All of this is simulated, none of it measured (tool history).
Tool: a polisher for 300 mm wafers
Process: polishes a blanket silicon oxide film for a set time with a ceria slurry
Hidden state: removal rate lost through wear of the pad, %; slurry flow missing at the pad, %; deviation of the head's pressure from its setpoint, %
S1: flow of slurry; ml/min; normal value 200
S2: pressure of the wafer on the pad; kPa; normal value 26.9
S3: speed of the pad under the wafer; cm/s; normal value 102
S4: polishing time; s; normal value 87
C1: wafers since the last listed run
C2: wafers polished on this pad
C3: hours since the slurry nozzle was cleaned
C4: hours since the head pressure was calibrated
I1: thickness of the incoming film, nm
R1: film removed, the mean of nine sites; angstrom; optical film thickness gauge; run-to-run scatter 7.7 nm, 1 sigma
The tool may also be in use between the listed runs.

Run 1, day 0: usual settings; C1 0; C2 123; C3 468.1; C4 919.6; I1 1557.3. Result: R1 5966 angstrom.
Run 2, day 0.696: usual settings; C1 176; C2 299; C3 484.8; C4 936.3; I1 1541. Result: R1 5956 angstrom.
Run 3, day 1.283: usual settings but S1 160 ml/min; C1 148; C2 448; C3 498.9; C4 950.4; I1 1556.1. Result: R1 5753 angstrom.
Run 4, day 1.708: usual settings but S1 160 ml/min; C1 107; C2 555; C3 509.1; C4 960.6; I1 1558.6. Result: R1 5648 angstrom.
Run 5, day 2.304: usual settings; C1 150; C2 706; C3 523.4; C4 974.9; I1 1570.1. Result: R1 5989 angstrom.
At day 2.579: worn pad replaced by a new one.
Run 6, day 3.004: usual settings but S3 76 cm/s; C1 134; C2 107; C3 540.2; C4 991.7; I1 1518.2. Result: R1 4501 angstrom.
Run 7, day 3.529: usual settings but S2 33.8 kPa; C1 132; C2 240; C3 552.8; C4 1004.3; I1 1577.2. Result: R1 7383 angstrom.
At day 3.65: head pressure recalibrated.
Run 8, day 3.975: usual settings; C1 91; C2 332; C3 563.5; C4 7.8; I1 1556.3. Result: R1 5953 angstrom.
Run 9, day 4.567: usual settings; C1 149; C2 481; C3 577.7; C4 22; I1 1548.5. Result: R1 6002 angstrom.
At day 4.808: slurry nozzle cleaned.
Run 10, day 5.112: usual settings but S2 31.7 kPa, S4 69 s; C1 127; C2 609; C3 7.3; C4 35.1; I1 1543.5. Result: R1 5451 angstrom.
At day 5.288: worn pad replaced by a new one.
Run 11, day 5.596: usual settings but S2 30.3 kPa; C1 80; C2 78; C3 18.9; C4 46.7; I1 1577.5. Result: R1 6815 angstrom.
Run 12, day 6.158: usual settings but S1 230 ml/min, S2 34.5 kPa, S3 124 cm/s; C1 142; C2 220; C3 32.4; C4 60.2; I1 1552.4. Result: R1 9220 angstrom.
Run 13, day 6.433: usual settings but S2 30.3 kPa; C1 69; C2 290; C3 39; C4 66.8; I1 1520.7. Result: R1 6732 angstrom.
Run 14, day 6.9: usual settings but S2 24.1 kPa; C1 118; C2 408; C3 50.2; C4 78; I1 1562.8. Result: R1 5331 angstrom.
Run 15, day 7.404: usual settings but S3 66 cm/s; C1 127; C2 535; C3 62.3; C4 90.1; I1 1559.6. Result: R1 4111 angstrom.

What was the tool's hidden state at every run in the log?
removal rate lost through wear of the pad, %: 0 in every run
slurry flow missing at the pad, %: 0 in every run
deviation of the head's pressure from its setpoint, %: 0 in every run
